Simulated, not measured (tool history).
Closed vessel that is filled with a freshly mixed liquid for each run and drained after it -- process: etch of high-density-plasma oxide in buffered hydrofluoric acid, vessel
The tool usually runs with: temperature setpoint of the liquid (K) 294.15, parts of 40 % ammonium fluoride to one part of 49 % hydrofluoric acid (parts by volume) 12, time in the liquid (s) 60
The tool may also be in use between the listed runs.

run,day,temperature setpoint of the liquid (K),parts of 40 % ammonium fluoride to one part of 49 % hydrofluoric acid (parts by volume),time in the liquid (s),wafers since the last listed run,hours since the thermometer was replaced,hours since the hydrofluoric acid flow meter was replaced,hours since the gauge calibration,"read-back film thickness of the high-density-plasma oxide reference wafer, read on the same gauge (nm)",thickness taken off the high-density-plasma oxide on a monitor wafer (nm)
1,0,294.15,12,60,0,1614.8,1924.4,762.8,49.97,45.54
2,1.988,294.15,12,60,4059,1662.5,1972.1,810.5,50,45.89
3,4.896,294.15,12,60,5940,1732.3,2041.9,880.3,50,45.39
4,7.217,294.15,12,60,4740,1788,2097.6,936,49.99,44.84
5,10.146,294.15,12,60,5982,1858.3,2167.9,1006.3,50.02,44.5
6,12.758,294.15,12,60,5336,1921,2230.6,1069,50,44.35
# day 14.108: gauge calibrated
7,14.417,294.15,12,60,3387,1960.8,2270.4,7.4,50.01,44.61
8,16.267,291.15,12,60,3778,2005.2,2314.8,51.8,50.01,37.54
# day 16.683: hydrofluoric acid flow meter replaced
9,17.712,294.15,14.5,60,2867,2039.9,24.7,86.5,49.99,38.76
10,20.654,290.65,9,90,6008,2110.5,95.3,157.1,50.01,71.6
# day 21.429: thermometer replaced
11,22.633,290.15,13.5,60,3957,28.9,142.8,204.6,50.01,37.36
12,24.846,294.15,12,35,4519,82,195.9,257.7,50,30.4
13,26.304,298.65,12,30,2978,117,230.9,292.7,49.98,33.2
14,29.242,290.65,15,60,5999,187.5,301.4,363.2,50.01,33.93
15,36.571,294.15,12,60,14969,363.4,477.3,539.1,50,50.9
16,44.175,298.65,14,60,15531,545.9,659.8,721.6,50,54.93
17,45.95,290.65,15,60,3625,588.5,702.4,764.2,50.01,33.02

Some steps in thickness taken off the high-density-plasma oxide on a monitor wafer (nm) between neighbouring runs. How much of each would the tool show without its hidden state too (settings, what came in, random variation), and how much is left for the hidden state, with any gauge scatter that isn't in both results?
Hidden state at play: liquid colder than its thermometer reads (K); hydrofluoric acid flow below the setpoint (%); gauge reads high (%).
Run 10 -> 11: temperature setpoint of the liquid (K) 290.65 -> 290.15, parts of 40 % ammonium fluoride to one part of 49 % hydrofluoric acid (parts by volume) 9 -> 13.5, time in the liquid (s) 90 -> 60, thermometer replaced. thickness taken off the high-density-plasma oxide on a monitor wafer (nm) -34.24: hidden state +10.31, all else -44.55.
